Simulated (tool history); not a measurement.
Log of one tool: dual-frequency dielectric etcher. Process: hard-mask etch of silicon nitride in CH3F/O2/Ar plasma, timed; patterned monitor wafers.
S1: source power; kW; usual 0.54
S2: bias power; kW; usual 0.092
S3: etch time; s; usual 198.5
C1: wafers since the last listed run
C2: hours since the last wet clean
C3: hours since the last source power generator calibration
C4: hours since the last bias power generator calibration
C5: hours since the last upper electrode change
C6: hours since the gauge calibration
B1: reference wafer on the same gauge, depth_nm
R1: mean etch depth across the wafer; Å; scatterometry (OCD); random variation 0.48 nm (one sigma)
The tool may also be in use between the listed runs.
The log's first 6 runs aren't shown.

{"run": 7, "hour": 182.4, "S1": 0.58, "S2": 0.092, "S3": 198.5, "C1": 162, "C2": 323.2, "C3": 3905.3, "C4": 2565.7, "C5": 4625.4, "C6": 1087.5, "B1": 181.1, "R1": 1652}
{"run": 8, "hour": 207.8, "S1": 0.48, "S2": 0.104, "S3": 217, "C1": 198, "C2": 348.6, "C3": 3930.7, "C4": 2591.1, "C5": 4650.8, "C6": 1112.9, "B1": 181, "R1": 1777}
{"run": 9, "hour": 236.9, "S1": 0.54, "S2": 0.092, "S3": 198.5, "C1": 227, "C2": 377.7, "C3": 3959.8, "C4": 2620.2, "C5": 4679.9, "C6": 1142, "B1": 181.1, "R1": 1609}
{"run": 10, "hour": 264.4, "S1": 0.54, "S2": 0.092, "S3": 198.5, "C1": 215, "C2": 405.2, "C3": 3987.3, "C4": 2647.7, "C5": 4707.4, "C6": 1169.5, "B1": 180.9, "R1": 1616}
{"hour": 318.5, "done": "wet clean of the chamber"}
{"run": 11, "hour": 319.0, "S1": 0.54, "S2": 0.092, "S3": 227.5, "C1": 239, "C2": 0.5, "C3": 4041.9, "C4": 2702.3, "C5": 4762, "C6": 1224.1, "B1": 181, "R1": 1805}
{"run": 12, "hour": 319.3, "S1": 0.54, "S2": 0.092, "S3": 198.5, "C1": 2, "C2": 0.8, "C3": 4042.2, "C4": 2702.6, "C5": 4762.3, "C6": 1224.4, "B1": 181, "R1": 1579}
{"run": 13, "hour": 336.2, "S1": 0.63, "S2": 0.076, "S3": 256, "C1": 132, "C2": 17.7, "C3": 4059.1, "C4": 2719.5, "C5": 4779.2, "C6": 1241.3, "B1": 181.1, "R1": 2019}
{"hour": 350.7, "done": "bias power generator calibrated"}
{"hour": 364.1, "done": "gauge calibrated"}
{"hour": 364.6, "done": "source power generator calibrated"}
{"run": 14, "hour": 371.1, "S1": 0.63, "S2": 0.112, "S3": 229, "C1": 210, "C2": 52.6, "C3": 6.5, "C4": 20.4, "C5": 4814.1, "C6": 7, "B1": 181, "R1": 2055}
{"run": 15, "hour": 406.4, "S1": 0.49, "S2": 0.103, "S3": 172, "C1": 276, "C2": 87.9, "C3": 41.8, "C4": 55.7, "C5": 4849.4, "C6": 42.3, "B1": 181, "R1": 1382}
{"run": 16, "hour": 431.6, "S1": 0.48, "S2": 0.109, "S3": 255.5, "C1": 197, "C2": 113.1, "C3": 67, "C4": 80.9, "C5": 4874.6, "C6": 67.5, "B1": 181.1, "R1": 2079}
{"hour": 478.4, "done": "upper electrode replaced"}
{"run": 17, "hour": 478.9, "S1": 0.61, "S2": 0.082, "S3": 239.5, "C1": 182, "C2": 160.4, "C3": 114.3, "C4": 128.2, "C5": 0.5, "C6": 114.8, "B1": 180.9, "R1": 1929}
{"run": 18, "hour": 497.1, "S1": 0.66, "S2": 0.103, "S3": 166, "C1": 142, "C2": 178.6, "C3": 132.5, "C4": 146.4, "C5": 18.7, "C6": 133, "B1": 181.2, "R1": 1485}
{"run": 19, "hour": 597.5, "S1": 0.49, "S2": 0.112, "S3": 250.5, "C1": 785, "C2": 279, "C3": 232.9, "C4": 246.8, "C5": 119.1, "C6": 233.4, "B1": 181.1, "R1": 2096}
{"run": 20, "hour": 696.2, "S1": 0.54, "S2": 0.092, "S3": 198.5, "C1": 772, "C2": 377.7, "C3": 331.6, "C4": 345.5, "C5": 217.8, "C6": 332.1, "B1": 181, "R1": 1605}
{"run": 21, "hour": 729.0, "S1": 0.64, "S2": 0.082, "S3": 255.5, "C1": 256, "C2": 410.5, "C3": 364.4, "C4": 378.3, "C5": 250.6, "C6": 364.9, "B1": 181, "R1": 2129}
{"run": 22, "hour": 743.1, "S1": 0.6, "S2": 0.092, "S3": 198.5, "C1": 110, "C2": 424.6, "C3": 378.5, "C4": 392.4, "C5": 264.7, "C6": 379, "B1": 181, "R1": 1682}
{"run": 23, "hour": 761.8, "S1": 0.54, "S2": 0.092, "S3": 158.5, "C1": 146, "C2": 443.3, "C3": 397.2, "C4": 411.1, "C5": 283.4, "C6": 397.7, "B1": 181, "R1": 1290}
{"run": 24, "hour": 790.2, "S1": 0.67, "S2": 0.111, "S3": 142, "C1": 222, "C2": 471.7, "C3": 425.6, "C4": 439.5, "C5": 311.8, "C6": 426.1, "B1": 181, "R1": 1330}
{"run": 25, "hour": 818.5, "S1": 0.54, "S2": 0.092, "S3": 198.5, "C1": 221, "C2": 500, "C3": 453.9, "C4": 467.8, "C5": 340.1, "C6": 454.4, "B1": 180.9, "R1": 1624}
{"hour": 845.8, "done": "wet clean of the chamber"}
{"run": 26, "hour": 884.5, "S1": 0.63, "S2": 0.092, "S3": 198.5, "C1": 328, "C2": 38.7, "C3": 519.9, "C4": 533.8, "C5": 406.1, "C6": 520.4, "B1": 181, "R1": 1683}
{"run": 27, "hour": 906.7, "S1": 0.43, "S2": 0.092, "S3": 198.5, "C1": 173, "C2": 60.9, "C3": 542.1, "C4": 556, "C5": 428.3, "C6": 542.6, "B1": 181, "R1": 1479}

Run 28 comes next. What will it give?
{"run": 28, "hour": 921.6, "S1": 0.66, "S2": 0.104, "S3": 147, "C1": 116, "C2": 75.8, "C3": 557, "C4": 570.9, "C5": 443.2, "C6": 557.5, "B1": "?", "R1": "?"}

B1: 181
R1: 1323 Å
Without the tool's hidden state the same run would have given R1 1311 Å.
